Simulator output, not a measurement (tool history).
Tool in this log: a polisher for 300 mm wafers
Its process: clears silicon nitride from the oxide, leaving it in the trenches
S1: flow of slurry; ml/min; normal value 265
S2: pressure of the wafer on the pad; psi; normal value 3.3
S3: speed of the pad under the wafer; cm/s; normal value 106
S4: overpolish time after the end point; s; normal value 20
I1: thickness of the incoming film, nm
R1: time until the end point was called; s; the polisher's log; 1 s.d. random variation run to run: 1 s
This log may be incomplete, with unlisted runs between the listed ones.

Run 1, hour 0.0: usual settings; I1 108.7. Result: R1 93.0 s.
At hour 19.5: worn pad replaced by a new one.
Run 2, hour 20.0: usual settings; I1 108.4. Result: R1 81.2 s.
Run 3, hour 25.1: usual settings; I1 110.6. Result: R1 82.7 s.
Run 4, hour 31.1: usual settings; I1 111.3. Result: R1 88.8 s.
Run 5, hour 38.9: usual settings; I1 110.3. Result: R1 87.6 s.
Run 6, hour 48.9: usual settings; I1 110.3. Result: R1 90.1 s.
Run 7, hour 62.7: usual settings but S3 118 cm/s; I1 108.9. Result: R1 80.8 s.

Run 8, settings as shown, results not yet in. Your forecast:
At hour 76.4: head pressure recalibrated.
Run 8, hour 76.9: usual settings but S4 9 s; I1 109.5. Result: R1 ?.

R1: 92.4 s
On a tool with no hidden condition, and with the same random variation, this run would have come out at R1 82.0 s.

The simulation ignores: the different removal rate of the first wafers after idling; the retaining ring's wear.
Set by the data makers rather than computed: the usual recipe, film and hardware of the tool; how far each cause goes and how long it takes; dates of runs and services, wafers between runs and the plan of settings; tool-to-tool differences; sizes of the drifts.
